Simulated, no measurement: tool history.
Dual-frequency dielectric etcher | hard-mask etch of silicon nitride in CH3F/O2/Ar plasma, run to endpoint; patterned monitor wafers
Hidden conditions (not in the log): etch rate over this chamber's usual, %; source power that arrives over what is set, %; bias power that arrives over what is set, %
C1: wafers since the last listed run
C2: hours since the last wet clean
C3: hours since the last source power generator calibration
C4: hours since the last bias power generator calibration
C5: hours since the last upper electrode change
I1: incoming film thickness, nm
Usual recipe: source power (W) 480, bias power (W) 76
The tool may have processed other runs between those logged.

Run 1, day 0: usual settings; C1 0; C2 22.7; C3 5047.5; C4 2607.3; C5 2255.8; I1 27.73. Result: endpoint time (s) 36.6.
Run 2, day 0.912: usual settings but source power (W) 510; C1 303; C2 44.6; C3 5069.4; C4 2629.2; C5 2277.7; I1 27.78. Result: endpoint time (s) 35.8.
Run 3, day 1.554: usual settings but source power (W) 510; C1 213; C2 60; C3 5084.8; C4 2644.6; C5 2293.1; I1 27.69. Result: endpoint time (s) 35.5.
Run 4, day 2.454: usual settings but source power (W) 510; C1 299; C2 81.6; C3 5106.4; C4 2666.2; C5 2314.7; I1 27.77. Result: endpoint time (s) 35.3.
Run 5, day 3.05: usual settings; C1 198; C2 95.9; C3 5120.7; C4 2680.5; C5 2329; I1 27.42. Result: endpoint time (s) 35.5.
Run 6, day 3.858: usual settings but bias power (W) 89; C1 268; C2 115.3; C3 5140.1; C4 2699.9; C5 2348.4; I1 27.54. Result: endpoint time (s) 34.1.
Run 7, day 7.108: usual settings but source power (W) 530, bias power (W) 83; C1 1081; C2 193.3; C3 5218.1; C4 2777.9; C5 2426.4; I1 27.62. Result: endpoint time (s) 33.6.
Run 8, day 8.275: usual settings but source power (W) 530, bias power (W) 83; C1 388; C2 221.3; C3 5246.1; C4 2805.9; C5 2454.4; I1 27.55. Result: endpoint time (s) 33.3.
Run 9, day 8.783: usual settings but source power (W) 530, bias power (W) 83; C1 169; C2 233.5; C3 5258.3; C4 2818.1; C5 2466.6; I1 27.67. Result: endpoint time (s) 33.5.
At day 10.008: bias power generator calibrated.
Run 10, day 11.183: usual settings; C1 742; C2 291.1; C3 5315.9; C4 28.2; C5 2524.2; I1 27.39. Result: endpoint time (s) 34.4.
At day 11.729: source power generator calibrated.
Run 11, day 12.517: usual settings but bias power (W) 68; C1 388; C2 323.1; C3 18.9; C4 60.2; C5 2556.2; I1 27.64. Result: endpoint time (s) 36.1.
Run 12, day 13.554: usual settings; C1 345; C2 348; C3 43.8; C4 85.1; C5 2581.1; I1 27.83. Result: endpoint time (s) 35.7.
Run 13, day 14.071: usual settings; C1 171; C2 360.4; C3 56.2; C4 97.5; C5 2593.5; I1 27.73. Result: endpoint time (s) 35.1.
Run 14, day 14.992: usual settings but source power (W) 390, bias power (W) 90; C1 306; C2 382.5; C3 78.3; C4 119.6; C5 2615.6; I1 27.54. Result: endpoint time (s) 34.
Run 15, day 16.242: usual settings but source power (W) 520, bias power (W) 66; C1 415; C2 412.5; C3 108.3; C4 149.6; C5 2645.6; I1 27.5. Result: endpoint time (s) 34.9.
At day 17.321: upper electrode replaced.
At day 17.808: wet clean of the chamber.
Run 16, day 17.829: usual settings but source power (W) 390, bias power (W) 89; C1 34; C2 0.5; C3 146.4; C4 187.7; C5 12.2; I1 27.58. Result: endpoint time (s) 36.4.
Run 17, day 18.404: usual settings but source power (W) 560, bias power (W) 89; C1 191; C2 14.3; C3 160.2; C4 201.5; C5 26; I1 27.58. Result: endpoint time (s) 33.3.
Run 18, day 19.754: usual settings; C1 449; C2 46.7; C3 192.6; C4 233.9; C5 58.4; I1 27.45. Result: endpoint time (s) 35.6.
Run 19, day 20.708: usual settings but source power (W) 380; C1 317; C2 69.6; C3 215.5; C4 256.8; C5 81.3; I1 27.88. Result: endpoint time (s) 37.9.
Run 20, day 21.921: usual settings; C1 403; C2 98.7; C3 244.6; C4 285.9; C5 110.4; I1 27.41. Result: endpoint time (s) 35.2.
Run 21, day 22.95: usual settings but source power (W) 380, bias power (W) 94; C1 342; C2 123.4; C3 269.3; C4 310.6; C5 135.1; I1 27.85. Result: endpoint time (s) 35.2.
Run 22, day 23.471: usual settings but source power (W) 400, bias power (W) 84; C1 173; C2 135.9; C3 281.8; C4 323.1; C5 147.6; I1 27.57. Result: endpoint time (s) 35.8.
Run 23, day 24.942: usual settings but source power (W) 530, bias power (W) 65; C1 489; C2 171.2; C3 317.1; C4 358.4; C5 182.9; I1 27.38. Result: endpoint time (s) 36.9.
Run 24, day 26.033: usual settings; C1 363; C2 197.4; C3 343.3; C4 384.6; C5 209.1; I1 27.76. Result: endpoint time (s) 35.7.
Run 25, day 27.217: usual settings but source power (W) 370; C1 393; C2 225.8; C3 371.7; C4 413; C5 237.5; I1 27.68. Result: endpoint time (s) 37.6.
Run 26, day 28.392: usual settings but source power (W) 540, bias power (W) 91; C1 390; C2 254; C3 399.9; C4 441.2; C5 265.7; I1 27.79. Result: endpoint time (s) 32.6.

Each row is a separate what-if for the run after 26, all from the same tool condition, not one after another. Results?
Run A, day 28.408: usual settings; C1 5; C2 254.4; C3 400.3; C4 441.6; C5 266.1; I1 27.66. Result: endpoint time (s) ?.
Run B, day 28.408: usual settings but source power (W) 450, bias power (W) 90; C1 5; C2 254.4; C3 400.3; C4 441.6; C5 266.1; I1 27.66. Result: endpoint time (s) ?.
Run C, day 28.408: usual settings but bias power (W) 67; C1 5; C2 254.4; C3 400.3; C4 441.6; C5 266.1; I1 27.66. Result: endpoint time (s) ?.
Run D, day 28.408: usual settings but bias power (W) 94; C1 5; C2 254.4; C3 400.3; C4 441.6; C5 266.1; I1 27.66. Result: endpoint time (s) ?.

run  endpoint time (s)
  A               35.3
  B               33.8
  C               36.6
  D               32.9
Without the tool's unlogged condition, the same runs would have read:
run  endpoint time (s)
  A               36.1
  B               34.6
  C               37.5
  D               33.7

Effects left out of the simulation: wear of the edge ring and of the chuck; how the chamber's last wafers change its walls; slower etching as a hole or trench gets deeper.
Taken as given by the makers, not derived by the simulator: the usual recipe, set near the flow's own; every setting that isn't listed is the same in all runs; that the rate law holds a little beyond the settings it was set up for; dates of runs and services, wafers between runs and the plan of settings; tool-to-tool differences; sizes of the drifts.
